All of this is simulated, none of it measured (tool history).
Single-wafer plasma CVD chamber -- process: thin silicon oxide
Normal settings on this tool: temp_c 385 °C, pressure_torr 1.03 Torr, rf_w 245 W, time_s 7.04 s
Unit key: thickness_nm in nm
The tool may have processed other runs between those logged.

run,day,temp_c,pressure_torr,rf_w,time_s,"read-back reference wafer on the same gauge, thickness_nm",thickness_nm
1,0,385,1.03,245,7.04,17.02,15.174
# day 4.133: RF generator calibrated
2,5.212,385,1.03,265,7.04,17,15.788
3,8.192,385,1.03,245,7.04,17.011,15.158
# day 10.729: gauge calibrated
4,11.067,385,1.03,245,7.04,17.03,15.268
5,13.692,385,1.03,245,7.04,16.993,15.183
6,16.912,385,1.03,245,7.04,16.995,15.187
7,18.529,385,1.03,245,7.04,17.001,15.156
8,20.6,385,1.03,245,7.04,17.029,15.144
9,27.533,376,1.03,230,7.04,17.03,14.896
10,30.25,385,0.95,270,6.62,16.999,14.325
11,32.138,385,1.03,245,7.04,17.032,15.386
# day 34.467: showerhead replaced
12,36.488,385,0.91,245,7.04,16.971,14.206
13,40.704,385,0.94,245,7.04,16.998,14.514
14,44.242,385,1.03,245,7.04,16.994,15.484
15,46.833,397,1.03,245,6.3,17.013,13.747
16,50.308,385,1.03,245,6.1,17,13.406
17,55.304,385,1.03,245,8.04,16.98,17.558
18,57.817,385,0.9,275,7.04,17.008,14.956
19,61.125,385,1.03,245,7.04,16.999,15.605
20,64.612,377,1.03,245,7.57,17.01,16.934
21,68.104,385,1.03,245,7.04,16.993,15.739
22,72.075,400,1.03,260,7.04,16.991,15.885
23,76.662,391,1.11,230,6.59,16.987,14.702
24,80.538,385,1.03,290,7.04,17.005,17.046
25,82.158,378,1.03,245,7.04,17.001,15.789
# day 82.521: RF generator calibrated
# day 83.175: capacitance manometer re-zeroed and calibrated
26,83.767,385,1.03,245,6.43,16.983,13.482
27,87.138,385,0.8,245,7.04,16.992,12.164
28,89.429,385,1.03,245,7.04,16.99,14.824
29,92.646,385,1.16,245,7.9,17.027,17.984

Alternative continuations, all from the tool just after run 29; predict every row:
A,92.662,385,1.03,245,7.04,?,?
B,92.662,385,1.03,245,8.08,?,?
C,92.662,385,1.03,195,7.78,?,?

run,"read-back reference wafer on the same gauge, thickness_nm",thickness_nm
A,16.991,14.915
B,16.991,17.113
C,16.991,14.663
Without the tool's unlogged condition, the same runs would have read:
run,thickness_nm
A,14.927
B,17.127
C,14.675

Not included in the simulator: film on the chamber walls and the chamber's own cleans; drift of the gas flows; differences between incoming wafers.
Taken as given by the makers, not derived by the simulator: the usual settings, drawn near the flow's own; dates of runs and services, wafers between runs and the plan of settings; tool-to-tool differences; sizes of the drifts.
